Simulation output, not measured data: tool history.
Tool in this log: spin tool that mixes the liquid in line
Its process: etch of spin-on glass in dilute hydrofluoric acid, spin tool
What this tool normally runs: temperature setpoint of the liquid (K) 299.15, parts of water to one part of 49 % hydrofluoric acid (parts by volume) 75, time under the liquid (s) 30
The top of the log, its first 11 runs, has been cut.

run   hour  temperature setpoint of the liquid (K)  parts of water to one part of 49 % hydrofluoric acid (parts by volume)  time under the liquid (s)  read-back film thickness of the spin-on glass reference wafer, read on the same gauge (nm)  thickness taken off the spin-on glass on a monitor wafer (nm)
 12    244                                  296.15                                                                      55                         30                                                                                       40.02                                                          18.84
     276.8  -- gauge calibrated
 13  277.6                                  299.15                                                                      75                         40                                                                                       39.99                                                          20.39
 14  309.1                                  299.15                                                                      75                         40                                                                                       39.99                                                          20.28
 15  340.5                                  299.15                                                                      75                         40                                                                                       40.01                                                          19.91
     357.5  -- hydrofluoric acid flow meter replaced
 16    364                                  299.15                                                                      75                         30                                                                                       40.04                                                          15.26
 17  379.7                                  296.65                                                                      50                         25                                                                                       39.95                                                          17.37
 18  420.3                                  294.15                                                                     110                         20                                                                                       39.95                                                           5.34
 19    436                                  295.65                                                                      55                         20                                                                                       39.99                                                          12.24
 20  461.2                                  297.15                                                                      75                         50                                                                                       40.01                                                          23.03
 21  486.3                                  295.15                                                                      45                         30                                                                                       40.03                                                          22.26
 22  511.5                                  299.15                                                                      75                         30                                                                                       39.98                                                          15.06
 23  536.5                                  302.15                                                                     105                         45                                                                                       40.01                                                          17.09
 24    549                                  303.15                                                                     100                         30                                                                                       40.07                                                          12.67
 25  568.3                                  301.65                                                                      75                         15                                                                                       40.04                                                           8.08
 26  581.6                                  299.15                                                                      75                         30                                                                                       39.98                                                          14.88
 27  605.5                                  303.15                                                                      60                         20                                                                                       39.95                                                          14.57
 28  637.8                                  300.65                                                                     105                         35                                                                                       39.99                                                          12.49
 29  652.7                                  296.15                                                                      55                         30                                                                                       40.01                                                          18.16
 30  688.5                                  299.15                                                                      75                         30                                                                                       39.97                                                          14.98
     705.5  -- gauge calibrated
 31    719                                  301.65                                                                      40                         40                                                                                          40                                                          43.33
 32  742.3                                  299.15                                                                      75                         30                                                                                       39.99                                                          14.86
 33    757                                  299.15                                                                      75                         35                                                                                       39.95                                                          17.36
 34  785.1                                  299.15                                                                      75                         30                                                                                       40.04                                                          14.99

4 ways to go on from here, each from the tool as it stands after run 34. What would each give?
  A  785.5                                  299.15                                                                      75                         30                                                                                           ?                                                              ?
  B  785.5                                  299.15                                                                      75                         20                                                                                           ?                                                              ?
  C  785.5                                  304.15                                                                      75                         30                                                                                           ?                                                              ?
  D  785.5                                  296.15                                                                      40                         30                                                                                           ?                                                              ?

run  read-back film thickness of the spin-on glass reference wafer, read on the same gauge (nm)  thickness taken off the spin-on glass on a monitor wafer (nm)
  A                                                                                          40                                                          14.78
  B                                                                                          40                                                           9.85
  C                                                                                          40                                                          17.97
  D                                                                                          40                                                          25.64
Had the tool no hidden state, the same runs would have come out as:
run  thickness taken off the spin-on glass on a monitor wafer (nm)
  A                                                          15.24
  B                                                          10.16
  C                                                          18.51
  D                                                          26.49
